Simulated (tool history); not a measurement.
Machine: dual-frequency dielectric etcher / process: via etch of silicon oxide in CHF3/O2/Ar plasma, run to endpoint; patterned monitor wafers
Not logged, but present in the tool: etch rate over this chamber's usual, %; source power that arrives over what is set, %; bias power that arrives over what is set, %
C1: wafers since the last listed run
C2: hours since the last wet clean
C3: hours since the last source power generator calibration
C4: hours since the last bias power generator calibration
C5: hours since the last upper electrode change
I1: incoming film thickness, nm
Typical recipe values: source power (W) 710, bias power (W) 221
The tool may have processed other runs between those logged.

{"run": 1, "hour": 0.0, "source power (W)": 770, "bias power (W)": 185, "C1": 0, "C2": 178.1, "C3": 3241.4, "C4": 2759.9, "C5": 3428.4, "I1": 402.8, "endpoint time (s)": 180.5}
{"run": 2, "hour": 59.6, "source power (W)": 770, "bias power (W)": 185, "C1": 367, "C2": 237.7, "C3": 3301, "C4": 2819.5, "C5": 3488, "I1": 398.2, "endpoint time (s)": 178.5}
{"run": 3, "hour": 86.8, "source power (W)": 770, "bias power (W)": 185, "C1": 167, "C2": 264.9, "C3": 3328.2, "C4": 2846.7, "C5": 3515.2, "I1": 402.5, "endpoint time (s)": 178.4}
{"run": 4, "hour": 120.3, "source power (W)": 710, "bias power (W)": 221, "C1": 206, "C2": 298.4, "C3": 3361.7, "C4": 2880.2, "C5": 3548.7, "I1": 397.8, "endpoint time (s)": 169.6}
{"run": 5, "hour": 146.9, "source power (W)": 710, "bias power (W)": 221, "C1": 164, "C2": 325, "C3": 3388.3, "C4": 2906.8, "C5": 3575.3, "I1": 403.3, "endpoint time (s)": 172.5}
{"run": 6, "hour": 193.9, "source power (W)": 800, "bias power (W)": 221, "C1": 290, "C2": 372, "C3": 3435.3, "C4": 2953.8, "C5": 3622.3, "I1": 400.2, "endpoint time (s)": 163.9}
{"run": 7, "hour": 256.1, "source power (W)": 710, "bias power (W)": 221, "C1": 383, "C2": 434.2, "C3": 3497.5, "C4": 3016, "C5": 3684.5, "I1": 398.6, "endpoint time (s)": 170.9}
{"run": 8, "hour": 318.2, "source power (W)": 710, "bias power (W)": 221, "C1": 383, "C2": 496.3, "C3": 3559.6, "C4": 3078.1, "C5": 3746.6, "I1": 400.8, "endpoint time (s)": 173}
{"run": 9, "hour": 374.6, "source power (W)": 710, "bias power (W)": 221, "C1": 348, "C2": 552.7, "C3": 3616, "C4": 3134.5, "C5": 3803, "I1": 401.8, "endpoint time (s)": 170.9}
{"hour": 435.8, "done": "wet clean of the chamber"}
{"run": 10, "hour": 439.6, "source power (W)": 710, "bias power (W)": 221, "C1": 253, "C2": 3.8, "C3": 3681, "C4": 3199.5, "C5": 3868, "I1": 401.5, "endpoint time (s)": 171.8}
{"run": 11, "hour": 491.8, "source power (W)": 710, "bias power (W)": 221, "C1": 322, "C2": 56, "C3": 3733.2, "C4": 3251.7, "C5": 3920.2, "I1": 401.9, "endpoint time (s)": 172.8}
{"run": 12, "hour": 563.1, "source power (W)": 710, "bias power (W)": 251, "C1": 440, "C2": 127.3, "C3": 3804.5, "C4": 3323, "C5": 3991.5, "I1": 403.1, "endpoint time (s)": 166.1}
{"run": 13, "hour": 628.9, "source power (W)": 710, "bias power (W)": 251, "C1": 406, "C2": 193.1, "C3": 3870.3, "C4": 3388.8, "C5": 4057.3, "I1": 399.2, "endpoint time (s)": 164.6}
{"run": 14, "hour": 669.2, "source power (W)": 710, "bias power (W)": 221, "C1": 248, "C2": 233.4, "C3": 3910.6, "C4": 3429.1, "C5": 4097.6, "I1": 404.3, "endpoint time (s)": 174.5}
{"hour": 729.9, "done": "upper electrode replaced"}
{"run": 15, "hour": 730.4, "source power (W)": 710, "bias power (W)": 221, "C1": 229, "C2": 294.6, "C3": 3971.8, "C4": 3490.3, "C5": 0.5, "I1": 401.3, "endpoint time (s)": 171.8}
{"run": 16, "hour": 746.4, "source power (W)": 570, "bias power (W)": 171, "C1": 98, "C2": 310.6, "C3": 3987.8, "C4": 3506.3, "C5": 16.5, "I1": 402.3, "endpoint time (s)": 210.9}
{"run": 17, "hour": 867.1, "source power (W)": 550, "bias power (W)": 221, "C1": 744, "C2": 431.3, "C3": 4108.5, "C4": 3627, "C5": 137.2, "I1": 400.7, "endpoint time (s)": 189.1}
{"hour": 919.2, "done": "wet clean of the chamber"}
{"hour": 921.8, "done": "source power generator calibrated"}
{"run": 18, "hour": 922.3, "source power (W)": 780, "bias power (W)": 182, "C1": 177, "C2": 3.1, "C3": 0.5, "C4": 3682.2, "C5": 192.4, "I1": 403.1, "endpoint time (s)": 180.5}
{"run": 19, "hour": 971.8, "source power (W)": 710, "bias power (W)": 270, "C1": 305, "C2": 52.6, "C3": 50, "C4": 3731.7, "C5": 241.9, "I1": 398.2, "endpoint time (s)": 159.5}
{"run": 20, "hour": 995.9, "source power (W)": 600, "bias power (W)": 221, "C1": 148, "C2": 76.7, "C3": 74.1, "C4": 3755.8, "C5": 266, "I1": 405.1, "endpoint time (s)": 186.4}
{"run": 21, "hour": 1164.6, "source power (W)": 780, "bias power (W)": 206, "C1": 1041, "C2": 245.4, "C3": 242.8, "C4": 3924.5, "C5": 434.7, "I1": 403.1, "endpoint time (s)": 170.5}
{"run": 22, "hour": 1192.0, "source power (W)": 710, "bias power (W)": 221, "C1": 169, "C2": 272.8, "C3": 270.2, "C4": 3951.9, "C5": 462.1, "I1": 398.3, "endpoint time (s)": 172.5}
{"run": 23, "hour": 1251.9, "source power (W)": 540, "bias power (W)": 183, "C1": 369, "C2": 332.7, "C3": 330.1, "C4": 4011.8, "C5": 522, "I1": 400.9, "endpoint time (s)": 205.3}
{"run": 24, "hour": 1312.0, "source power (W)": 760, "bias power (W)": 198, "C1": 370, "C2": 392.8, "C3": 390.2, "C4": 4071.9, "C5": 582.1, "I1": 399, "endpoint time (s)": 174.9}
{"hour": 1336.9, "done": "bias power generator calibrated"}
{"run": 25, "hour": 1375.1, "source power (W)": 710, "bias power (W)": 260, "C1": 364, "C2": 455.9, "C3": 453.3, "C4": 38.2, "C5": 645.2, "I1": 402.2, "endpoint time (s)": 165.1}
{"run": 26, "hour": 1404.2, "source power (W)": 600, "bias power (W)": 172, "C1": 179, "C2": 485, "C3": 482.4, "C4": 67.3, "C5": 674.3, "I1": 401.5, "endpoint time (s)": 204.8}
{"run": 27, "hour": 1444.0, "source power (W)": 710, "bias power (W)": 221, "C1": 245, "C2": 524.8, "C3": 522.2, "C4": 107.1, "C5": 714.1, "I1": 405, "endpoint time (s)": 174.4}
{"hour": 1470.2, "done": "wet clean of the chamber"}
{"run": 28, "hour": 1498.9, "source power (W)": 710, "bias power (W)": 221, "C1": 190, "C2": 28.7, "C3": 577.1, "C4": 162, "C5": 769, "I1": 399.1, "endpoint time (s)": 172.1}
{"run": 29, "hour": 1567.1, "source power (W)": 880, "bias power (W)": 221, "C1": 420, "C2": 96.9, "C3": 645.3, "C4": 230.2, "C5": 837.2, "I1": 398.2, "endpoint time (s)": 160}
{"run": 30, "hour": 1625.3, "source power (W)": 600, "bias power (W)": 172, "C1": 359, "C2": 155.1, "C3": 703.5, "C4": 288.4, "C5": 895.4, "I1": 400.9, "endpoint time (s)": 202.5}
{"run": 31, "hour": 1692.7, "source power (W)": 710, "bias power (W)": 221, "C1": 415, "C2": 222.5, "C3": 770.9, "C4": 355.8, "C5": 962.8, "I1": 408.9, "endpoint time (s)": 177.3}
{"run": 32, "hour": 1738.4, "source power (W)": 710, "bias power (W)": 265, "C1": 282, "C2": 268.2, "C3": 816.6, "C4": 401.5, "C5": 1008.5, "I1": 398, "endpoint time (s)": 160.5}
{"run": 33, "hour": 1807.7, "source power (W)": 710, "bias power (W)": 265, "C1": 427, "C2": 337.5, "C3": 885.9, "C4": 470.8, "C5": 1077.8, "I1": 400, "endpoint time (s)": 160.4}
{"run": 34, "hour": 1869.5, "source power (W)": 710, "bias power (W)": 221, "C1": 381, "C2": 399.3, "C3": 947.7, "C4": 532.6, "C5": 1139.6, "I1": 403.7, "endpoint time (s)": 173.4}
{"run": 35, "hour": 1912.9, "source power (W)": 710, "bias power (W)": 221, "C1": 267, "C2": 442.7, "C3": 991.1, "C4": 576, "C5": 1183, "I1": 401.2, "endpoint time (s)": 172.9}
{"run": 36, "hour": 1975.2, "source power (W)": 620, "bias power (W)": 252, "C1": 384, "C2": 505, "C3": 1053.4, "C4": 638.3, "C5": 1245.3, "I1": 400.3, "endpoint time (s)": 174.6}

Alternative continuations, all from the tool just after run 36; predict every row:
{"run": "A", "hour": 1975.7, "source power (W)": 710, "bias power (W)": 221, "C1": 3, "C2": 505.5, "C3": 1053.9, "C4": 638.8, "C5": 1245.8, "I1": 401.9, "endpoint time (s)": "?"}
{"run": "B", "hour": 1975.7, "source power (W)": 780, "bias power (W)": 272, "C1": 3, "C2": 505.5, "C3": 1053.9, "C4": 638.8, "C5": 1245.8, "I1": 401.9, "endpoint time (s)": "?"}
{"run": "C", "hour": 1975.7, "source power (W)": 840, "bias power (W)": 175, "C1": 3, "C2": 505.5, "C3": 1053.9, "C4": 638.8, "C5": 1245.8, "I1": 401.9, "endpoint time (s)": "?"}

run=A endpoint_time_(s)=172.8
run=B endpoint_time_(s)=153.9
run=C endpoint_time_(s)=177
With no hidden state in the tool, these same runs would have given:
run=A endpoint_time_(s)=172.8
run=B endpoint_time_(s)=153.9
run=C endpoint_time_(s)=177
